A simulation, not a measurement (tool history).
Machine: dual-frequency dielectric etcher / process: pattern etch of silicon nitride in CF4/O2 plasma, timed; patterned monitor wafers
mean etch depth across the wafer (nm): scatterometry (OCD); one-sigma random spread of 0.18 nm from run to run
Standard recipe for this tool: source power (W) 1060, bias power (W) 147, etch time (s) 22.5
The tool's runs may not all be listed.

run    hour  source power (W)  bias power (W)  etch time (s)  wafers since the last listed run  hours since the last wet clean  hours since the last source power generator calibration  hours since the last bias power generator calibration  hours since the last upper electrode change  hours since the gauge calibration  read-back reference wafer on the same gauge, depth_nm  mean etch depth across the wafer (nm)
  1     0.0              1060             147           18.5                                 0                           531.5                                                   1595.6                                                 2206.6                                       4331.3                               38.6                                                   71.2                                   66.6
  2   305.2              1060             147           22.5                              3777                           836.7                                                   1900.8                                                 2511.8                                       4636.5                              343.8                                                   71.2                                   80.8
  3   408.0              1060             147           22.5                              1272                           939.5                                                   2003.6                                                 2614.6                                       4739.3                              446.6                                                   71.2                                   81.2
  4   454.1              1060             147           22.5                               570                           985.6                                                   2049.7                                                 2660.7                                       4785.4                              492.7                                                   71.2                                   80.8
      524.9  -- wet clean of the chamber
  5   559.8              1220             116           22.5                              1011                            34.9                                                   2155.4                                                 2766.4                                       4891.1                              598.4                                                   71.2                                   85.1
  6   652.3               990             137           16.0                              1144                           127.4                                                   2247.9                                                 2858.9                                       4983.6                              690.9                                                   71.2                                   53.5
  7   700.9              1310             183           25.5                               601                           176.0                                                   2296.5                                                 2907.5                                       5032.2                              739.5                                                   71.2                                  116.3
  8   793.3              1210             147           18.5                              1143                           268.4                                                   2388.9                                                 2999.9                                       5124.6                              831.9                                                   71.2                                   74.4
  9   849.7              1210             147           22.5                               698                           324.8                                                   2445.3                                                 3056.3                                       5181.0                              888.3                                                   71.2                                   90.0
 10   950.9              1060             147           22.5                              1252                           426.0                                                   2546.5                                                 3157.5                                       5282.2                              989.5                                                   71.2                                   81.2
 11  1047.3               970             131           27.0                              1193                           522.4                                                   2642.9                                                 3253.9                                       5378.6                             1085.9                                                   71.2                                   87.7
 12  1109.0              1160             119           16.0                               763                           584.1                                                   2704.6                                                 3315.6                                       5440.3                             1147.6                                                   71.2                                   58.7
 13  1193.1              1060             147           22.5                              1040                           668.2                                                   2788.7                                                 3399.7                                       5524.4                             1231.7                                                   71.2                                   81.2
 14  1289.8               830             167           17.5                              1196                           764.9                                                   2885.4                                                 3496.4                                       5621.1                             1328.4                                                   71.2                                   54.0
     1350.5  -- source power generator calibrated
     1368.5  -- upper electrode replaced
 15  1369.0              1060             147           18.0                               708                           844.1                                                     18.5                                                 3575.6                                          0.5                             1407.6                                                   71.2                                   65.1
     1422.9  -- wet clean of the chamber
 16  1467.4              1210             147           22.5                               920                            44.5                                                    116.9                                                 3674.0                                         98.9                             1506.0                                                   71.2                                   90.7
 17  1562.5              1180             125           22.5                              1176                           139.6                                                    212.0                                                 3769.1                                        194.0                             1601.1                                                   71.2                                   84.5
 18  1668.6               850             138           16.5                              1313                           245.7                                                    318.1                                                 3875.2                                        300.1                             1707.2                                                   71.2                                   49.3
     1753.6  -- bias power generator calibrated
 19  1811.7              1060             147           22.5                              1721                           388.8                                                    461.2                                                   58.1                                        443.2                             1850.3                                                   71.2                                   80.3
 20  1913.3              1220             164           22.5                              1257                           490.4                                                    562.8                                                  159.7                                        544.8                             1951.9                                                   71.2                                   92.9
 21  1954.6              1060             147           17.5                               511                           531.7                                                    604.1                                                  201.0                                        586.1                             1993.2                                                   71.2                                   62.4
 22  2049.0              1190             116           22.5                              1168                           626.1                                                    698.5                                                  295.4                                        680.5                             2087.6                                                   71.2                                   82.7
 23  2207.6               950             136           27.0                              1962                           784.7                                                    857.1                                                  454.0                                        839.1                             2246.2                                                   71.2                                   86.4
     2310.0  -- wet clean of the chamber
 24  2310.5              1060             147           24.5                               976                             0.5                                                    960.0                                                  556.9                                        942.0                             2349.1                                                   71.2                                   87.4
 25  2376.4              1060             147           22.5                               815                            66.4                                                   1025.9                                                  622.8                                       1007.9                             2415.0                                                   71.2                                   80.3
 26  2649.1              1060             147           22.5                              3374                           339.1                                                   1298.6                                                  895.5                                       1280.6                             2687.7                                                   71.2                                   80.4
 27  2740.9              1060             147           26.5                              1136                           430.9                                                   1390.4                                                  987.3                                       1372.4                             2779.5                                                   71.2                                   95.0
 28  2793.7              1060             147           22.5                               653                           483.7                                                   1443.2                                                 1040.1                                       1425.2                             2832.3                                                   71.2                                   80.9
 29  2835.9              1220             116           22.5                               522                           525.9                                                   1485.4                                                 1082.3                                       1467.4                             2874.5                                                   71.2                                   84.3

Take each entry between the runs: how does the hidden state at the last listed run before it differ from the hidden state at the first listed run after it?
After run 4, before run 5: wet clean of the chamber (hour 524.9)
  bias power that arrives over what is set, %: 3.6 -> 3.75
  measured minus no-state result, mean etch depth across the wafer (nm): +0.8 -> +0.9
After run 14, before run 15: source power generator calibrated (hour 1350.5); upper electrode replaced (hour 1368.5)
  bias power that arrives over what is set, %: 4.73 -> 4.83
  measured minus no-state result, mean etch depth across the wafer (nm): +0.7 -> +0.9
After run 15, before run 16: wet clean of the chamber (hour 1422.9)
  bias power that arrives over what is set, %: 4.83 -> 4.97
  measured minus no-state result, mean etch depth across the wafer (nm): +0.9 -> +1.3
After run 18, before run 19: bias power generator calibrated (hour 1753.6)
  bias power that arrives over what is set, %: 5.24 -> 0.0423
  measured minus no-state result, mean etch depth across the wafer (nm): +0.8 -> +0.0
After run 23, before run 24: wet clean of the chamber (hour 2310.0)
  bias power that arrives over what is set, %: 0.574 -> 0.712
  measured minus no-state result, mean etch depth across the wafer (nm): +0.2 -> +0.2

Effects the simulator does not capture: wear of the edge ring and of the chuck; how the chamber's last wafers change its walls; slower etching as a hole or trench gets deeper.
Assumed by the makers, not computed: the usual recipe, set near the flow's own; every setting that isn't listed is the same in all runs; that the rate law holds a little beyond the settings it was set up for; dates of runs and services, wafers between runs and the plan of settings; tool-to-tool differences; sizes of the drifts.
